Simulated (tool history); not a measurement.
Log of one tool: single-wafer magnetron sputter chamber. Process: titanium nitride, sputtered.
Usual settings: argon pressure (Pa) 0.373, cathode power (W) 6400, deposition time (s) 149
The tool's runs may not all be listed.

| run | hour | argon pressure (Pa) | cathode power (W) | deposition time (s) | read-back reference wafer on the same gauge, thickness_nm | mean film thickness on the monitor wafer (nm) |
|---|---|---|---|---|---|---|
| 1 | 0 | 0.373 | 7400 | 149 | 147.953 | 195.458 |
| 2 | 13.4 | 0.373 | 5950 | 149 | 148.025 | 157.223 |
| 3 | 27.8 | 0.373 | 5950 | 149 | 148.008 | 157.112 |
| 4 | 67.7 | 0.373 | 5950 | 149 | 147.998 | 156.788 |
| 5 | 78.4 | 0.373 | 6400 | 149 | 147.952 | 168.76 |
| 6 | 88.6 | 0.373 | 6400 | 149 | 147.942 | 168.535 |
| 7 | 101.7 | 0.373 | 6400 | 149 | 148.077 | 167.873 |
| 8 | 112.2 | 0.373 | 6400 | 149 | 148.034 | 168.545 |
| 9 | 124 | 0.373 | 6400 | 142 | 148.013 | 160.888 |
| 10 | 141.2 | 0.373 | 6400 | 142 | 148.071 | 160.212 |
| 11 | 150 | 0.373 | 6400 | 149 | 147.985 | 168.731 |
| 12 | 162.7 | 0.373 | 6400 | 149 | 147.966 | 168.754 |
| 13 | 179 | 0.373 | 6400 | 149 | 147.964 | 168.204 |
| 14 | 192.5 | 0.373 | 6400 | 149 | 147.971 | 168.442 |
| 15 | 204 | 0.373 | 6400 | 135 | 147.928 | 152.462 |
| 16 | 213.8 | 0.373 | 6400 | 135 | 148.051 | 152.369 |
| 17 | 216.4 | 0.373 | 6400 | 165 | 148.008 | 186.627 |
| 18 | 227.8 | 0.492 | 4850 | 149 | 147.973 | 122.43 |
| 19 | 237.7 | 0.481 | 5100 | 132 | 147.923 | 114.739 |
| 20 | 281.2 | 0.373 | 6400 | 149 | 147.929 | 164.315 |
| 21 | 293 | 0.424 | 6400 | 135 | 147.965 | 145.5 |
| 22 | 306.2 | 0.373 | 6400 | 149 | 148.028 | 163.938 |
| 23 | 312.6 | 0.373 | 6400 | 149 | 148.005 | 165.106 |
| 24 | 329.3 | 0.373 | 6400 | 149 | 148.078 | 167.228 |
| 25 | 339.5 | 0.331 | 7300 | 149 | 148.041 | 193.428 |
| 26 | 353.5 | 0.373 | 7100 | 169 | 148.048 | 210.457 |
| 27 | 369.6 | 0.373 | 6400 | 165 | 147.957 | 184.41 |
| 28 | 380.5 | 0.373 | 7400 | 125 | 148.065 | 161.534 |
| 29 | 388.5 | 0.298 | 6400 | 149 | 148.024 | 172.163 |
| 30 | 433.3 | 0.271 | 6400 | 149 | 147.86 | 173.725 |
| 31 | 442.8 | 0.518 | 5350 | 160 | 148.031 | 141.735 |
| 32 | 454.7 | 0.373 | 6400 | 149 | 148.001 | 166.704 |
| 33 | 463.5 | 0.478 | 7150 | 126 | 147.9 | 151.44 |
| 34 | 476.4 | 0.254 | 5750 | 149 | 148.087 | 157.905 |

Not shown: 4 entries that the log had between the listed runs. Between which runs, and how does the tool's hidden state differ before and after?
Between runs 12 and 13: gauge calibrated (hour 168.8)
  deposition rate above that of a new target (%): -1.08 -> -1.11
  measured less the result without the state, mean film thickness on the monitor wafer (nm): +2.418 -> +2.369
Between runs 15 and 16: magnet pack replaced (hour 213.3)
  deposition rate above that of a new target (%): -1.16 -> -1.17; true argon pressure above the setpoint (%): -15.4 -> -15.5
  measured less the result without the state, mean film thickness on the monitor wafer (nm): +2.09 -> +2.065
Between runs 19 and 20: capacitance manometer re-zeroed and calibrated (hour 280.7)
  deposition rate above that of a new target (%): -1.22 -> -1.29; true argon pressure above the setpoint (%): -15.5 -> -1.76
  measured less the result without the state, mean film thickness on the monitor wafer (nm): +2.441 -> -1.674
Between runs 23 and 24: sputter target and shields replaced (hour 321.9)
  deposition rate above that of a new target (%): -1.35 -> -0.233; true argon pressure above the setpoint (%): -2.91 -> -3.48
  measured less the result without the state, mean film thickness on the monitor wafer (nm): -1.463 -> +0.564

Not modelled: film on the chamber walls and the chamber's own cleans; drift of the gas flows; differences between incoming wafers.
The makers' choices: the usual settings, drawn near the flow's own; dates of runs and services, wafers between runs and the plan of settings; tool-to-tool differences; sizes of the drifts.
